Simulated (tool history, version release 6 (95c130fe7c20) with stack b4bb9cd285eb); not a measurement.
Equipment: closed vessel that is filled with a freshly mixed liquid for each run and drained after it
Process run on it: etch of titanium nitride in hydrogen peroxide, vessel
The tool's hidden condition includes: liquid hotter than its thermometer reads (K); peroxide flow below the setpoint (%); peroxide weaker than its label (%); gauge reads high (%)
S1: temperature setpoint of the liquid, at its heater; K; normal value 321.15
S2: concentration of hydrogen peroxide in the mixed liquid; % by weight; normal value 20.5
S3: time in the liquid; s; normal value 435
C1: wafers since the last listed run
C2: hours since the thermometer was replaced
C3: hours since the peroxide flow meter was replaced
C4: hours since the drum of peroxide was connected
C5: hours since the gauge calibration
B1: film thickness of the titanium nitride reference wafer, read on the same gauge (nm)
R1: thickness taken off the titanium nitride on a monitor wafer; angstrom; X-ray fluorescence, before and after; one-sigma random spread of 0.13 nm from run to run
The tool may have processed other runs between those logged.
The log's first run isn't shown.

| run | hour | S1 | S2 | S3 | C1 | C2 | C3 | C4 | C5 | B1 | R1 |
|---|---|---|---|---|---|---|---|---|---|---|---|
| 2 | 38.8 | 321.15 | 20.5 | 435 | 3641 | 1893.2 | 1208.9 | 622.0 | 553.7 | 90.03 | 147.9 |
| 3 | 93.1 | 321.15 | 20.5 | 435 | 5096 | 1947.5 | 1263.2 | 676.3 | 608.0 | 90.01 | 145.2 |
| 4 | 117.2 | 318.65 | 16.5 | 435 | 2261 | 1971.6 | 1287.3 | 700.4 | 632.1 | 90.03 | 117.2 |
| 5 | 182.5 | 318.65 | 16.5 | 435 | 6128 | 2036.9 | 1352.6 | 765.7 | 697.4 | 89.97 | 114.8 |
| 6 | 218.8 | 321.15 | 20.5 | 265 | 3406 | 2073.2 | 1388.9 | 802.0 | 733.7 | 90.02 | 88.4 |
| 7 | 294.1 | 321.15 | 20.5 | 265 | 7067 | 2148.5 | 1464.2 | 877.3 | 809.0 | 90.01 | 88.1 |
| 8 | 326.3 | 315.15 | 20.5 | 300 | 3022 | 2180.7 | 1496.4 | 909.5 | 841.2 | 89.99 | 63.6 |
| 9 | 370.4 | 315.15 | 20.5 | 300 | 4138 | 2224.8 | 1540.5 | 953.6 | 885.3 | 90.01 | 63.6 |
|  | 383.9 | new drum of peroxide connected |
| 10 | 396.0 | 321.15 | 20.5 | 435 | 2308 | 2250.4 | 1566.1 | 12.1 | 910.9 | 90.02 | 145.6 |
|  | 414.8 | gauge calibrated |
| 11 | 422.2 | 321.15 | 17.5 | 525 | 2458 | 2276.6 | 1592.3 | 38.3 | 7.4 | 90.02 | 169.7 |
| 12 | 449.7 | 321.15 | 17.5 | 525 | 2580 | 2304.1 | 1619.8 | 65.8 | 34.9 | 89.99 | 166.7 |
| 13 | 506.5 | 321.15 | 17.5 | 525 | 5330 | 2360.9 | 1676.6 | 122.6 | 91.7 | 89.99 | 169.4 |
|  | 539.9 | peroxide flow meter replaced |
| 14 | 560.0 | 312.15 | 20.5 | 190 | 4927 | 2414.4 | 20.1 | 176.1 | 145.2 | 89.98 | 32.1 |
| 15 | 602.0 | 315.15 | 24.0 | 620 | 3941 | 2456.4 | 62.1 | 218.1 | 187.2 | 90.01 | 135.2 |
| 16 | 666.5 | 321.15 | 20.5 | 230 | 6053 | 2520.9 | 126.6 | 282.6 | 251.7 | 89.95 | 76.5 |
| 17 | 715.1 | 321.15 | 22.0 | 435 | 4561 | 2569.5 | 175.2 | 331.2 | 300.3 | 89.97 | 148.8 |
| 18 | 767.5 | 321.15 | 20.5 | 435 | 4917 | 2621.9 | 227.6 | 383.6 | 352.7 | 90.01 | 143.9 |
| 19 | 820.3 | 321.15 | 20.5 | 435 | 4955 | 2674.7 | 280.4 | 436.4 | 405.5 | 89.98 | 145.4 |
| 20 | 875.9 | 321.15 | 24.0 | 435 | 5218 | 2730.3 | 336.0 | 492.0 | 461.1 | 90.04 | 151.5 |
| 21 | 916.8 | 324.65 | 22.5 | 345 | 3838 | 2771.2 | 376.9 | 532.9 | 502.0 | 89.97 | 149.9 |

For run 22, what comes out?
|  | 923.0 | thermometer replaced |
| 22 | 988.8 | 327.15 | 20.5 | 435 | 6663 | 65.8 | 448.9 | 604.9 | 574.0 | ? | ? |

Run 22 measured B1 90.02, R1 225.8 angstrom.
With no hidden state in the tool, this same run would have given R1 225.8 angstrom.
